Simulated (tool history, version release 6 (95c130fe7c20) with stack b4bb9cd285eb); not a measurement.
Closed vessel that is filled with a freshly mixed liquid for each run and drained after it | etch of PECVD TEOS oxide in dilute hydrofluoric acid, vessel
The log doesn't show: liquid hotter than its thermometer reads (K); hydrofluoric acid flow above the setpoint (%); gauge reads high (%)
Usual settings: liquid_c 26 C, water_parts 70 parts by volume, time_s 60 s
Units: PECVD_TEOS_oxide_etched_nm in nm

run	hour	liquid_c	water_parts	time_s	wafers since the last listed run	hours since the thermometer was replaced	hours since the hydrofluoric acid flow meter was replaced	hours since the gauge calibration	read-back film thickness of the PECVD TEOS oxide reference wafer, read on the same gauge (nm)	PECVD_TEOS_oxide_etched_nm
1	0	29	70	60	0	479.4	2411.1	132.6	120	15.95
2	8.6	29	70	60	538	488	2419.7	141.2	119.97	16.05
3	55.5	26	70	60	2937	534.9	2466.6	188.1	120.03	14.44
4	68.8	26	70	60	833	548.2	2479.9	201.4	120.02	14.19
5	77.3	26	70	60	532	556.7	2488.4	209.9	120.02	14.28
6	93.3	26	95	60	1002	572.7	2504.4	225.9	119.99	10.13
7	99.9	26	70	60	413	579.3	2511	232.5	120	14.37
8	123.6	26	70	60	1484	603	2534.7	256.2	120.01	14.31
9	134.7	26	70	60	695	614.1	2545.8	267.3	120	14.32
# hour 146: gauge calibrated
10	150.1	26	70	60	964	629.5	2561.2	4.1	120	14.2
11	160.4	26	60	70	645	639.8	2571.5	14.4	120.01	19.74
12	174.6	26	60	70	889	654	2585.7	28.6	119.99	19.9
13	184	26	60	70	588	663.4	2595.1	38	119.97	19.68
# hour 204.9: hydrofluoric acid flow meter replaced
14	222.4	26	70	60	2342	701.8	17.5	76.4	119.98	14.33
15	234.9	26	70	60	782	714.3	30	88.9	119.97	14.39
16	242.7	26	50	90	488	722.1	37.8	96.7	119.97	30.43
17	249.4	30.5	100	40	419	728.8	44.5	103.4	120.02	7.57
18	262	24.5	85	95	789	741.4	57.1	116	120.02	17.25
19	279.3	26	40	85	1083	758.7	74.4	133.3	119.98	36.97
20	289.4	26	85	60	632	768.8	84.5	143.4	120	11.6
21	301.4	27.5	70	80	751	780.8	96.5	155.4	120.02	20.42
22	313.8	26	70	60	776	793.2	108.9	167.8	120	14.38
23	323.9	26	70	60	632	803.3	119	177.9	119.98	14.32
24	331.8	29.5	70	60	494	811.2	126.9	185.8	120	16.31
# hour 343.7: thermometer replaced
25	346	28	70	30	826	2.3	141.1	200	119.98	7.75
26	357.3	26	70	40	707	13.6	152.4	211.3	120	9.54
27	371.4	26	70	60	883	27.7	166.5	225.4	120	14.4
# hour 374.4: gauge calibrated
28	380.3	26	45	60	557	36.6	175.4	5.9	119.99	23.03
29	394	23.5	70	60	858	50.3	189.1	19.6	120.06	12.95
30	400.7	27.5	70	35	419	57	195.8	26.3	120	8.81
31	450.5	26	60	40	3119	106.8	245.6	76.1	120.01	11.14
32	459.2	23	85	30	544	115.5	254.3	84.8	119.99	5.2

What the log doesn't show, run by run:
liquid hotter than its thermometer reads (K): 0 in every run
hydrofluoric acid flow above the setpoint (%): 0 in every run
gauge reads high (%): 0 in every run
